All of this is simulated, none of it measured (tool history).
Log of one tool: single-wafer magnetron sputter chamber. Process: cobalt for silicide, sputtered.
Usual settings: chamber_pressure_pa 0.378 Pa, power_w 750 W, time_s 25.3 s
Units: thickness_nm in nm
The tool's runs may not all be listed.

| run | hour | chamber_pressure_pa | power_w | time_s | read-back reference wafer on the same gauge, thickness_nm | thickness_nm |
|---|---|---|---|---|---|---|
| 1 | 0.0 | 0.378 | 750 | 25.3 | 9.986 | 9.519 |
| 2 | 26.7 | 0.378 | 750 | 25.3 | 9.988 | 9.417 |
|  | 38.4 | gauge calibrated |
|  | 81.2 | sputter target and shields replaced |
| 3 | 83.9 | 0.378 | 750 | 25.3 | 9.983 | 9.770 |
| 4 | 127.1 | 0.324 | 750 | 25.3 | 9.973 | 9.707 |
| 5 | 172.9 | 0.324 | 750 | 25.3 | 9.980 | 9.615 |
|  | 272.6 | sputter target and shields replaced |
| 6 | 352.7 | 0.378 | 750 | 25.3 | 9.972 | 8.853 |
|  | 422.2 | sputter target and shields replaced, repeated, since the last time left the tool worse |
| 7 | 422.7 | 0.378 | 750 | 25.3 | 9.976 | 9.748 |
|  | 445.4 | capacitance manometer re-zeroed and calibrated |
| 8 | 455.4 | 0.378 | 750 | 25.3 | 9.976 | 9.659 |
|  | 461.7 | gauge calibrated |
| 9 | 520.3 | 0.315 | 650 | 29.8 | 9.979 | 9.791 |
| 10 | 567.6 | 0.432 | 950 | 22.6 | 9.973 | 10.567 |
| 11 | 598.3 | 0.286 | 750 | 27.4 | 9.979 | 10.390 |
|  | 607.3 | magnet pack replaced |
|  | 633.2 | sputter target and shields replaced |
| 12 | 633.7 | 0.378 | 750 | 25.3 | 9.971 | 9.749 |
| 13 | 681.7 | 0.283 | 600 | 22.7 | 9.973 | 7.009 |
| 14 | 706.0 | 0.378 | 750 | 25.3 | 9.973 | 9.572 |
| 15 | 765.7 | 0.471 | 800 | 28.6 | 9.979 | 11.236 |
| 16 | 795.2 | 0.432 | 850 | 25.3 | 9.979 | 10.622 |
| 17 | 840.8 | 0.439 | 750 | 30.2 | 9.970 | 11.140 |

Forecast each of these 5 alternatives for the next run:
| A | 841.2 | 0.378 | 750 | 25.3 | ? | ? |
| B | 841.2 | 0.499 | 900 | 29.1 | ? | ? |
| C | 841.2 | 0.378 | 750 | 22.3 | ? | ? |
| D | 841.2 | 0.298 | 950 | 27.6 | ? | ? |
| E | 841.2 | 0.281 | 600 | 20.7 | ? | ? |

| run | read-back reference wafer on the same gauge, thickness_nm | thickness_nm |
|---|---|---|
| A | 9.983 | 9.452 |
| B | 9.983 | 12.786 |
| C | 9.983 | 8.331 |
| D | 9.983 | 13.236 |
| E | 9.983 | 6.288 |
Without the tool's hidden state the same runs would have given:
| run | thickness_nm |
|---|---|
| A | 9.818 |
| B | 13.282 |
| C | 8.654 |
| D | 13.750 |
| E | 6.532 |

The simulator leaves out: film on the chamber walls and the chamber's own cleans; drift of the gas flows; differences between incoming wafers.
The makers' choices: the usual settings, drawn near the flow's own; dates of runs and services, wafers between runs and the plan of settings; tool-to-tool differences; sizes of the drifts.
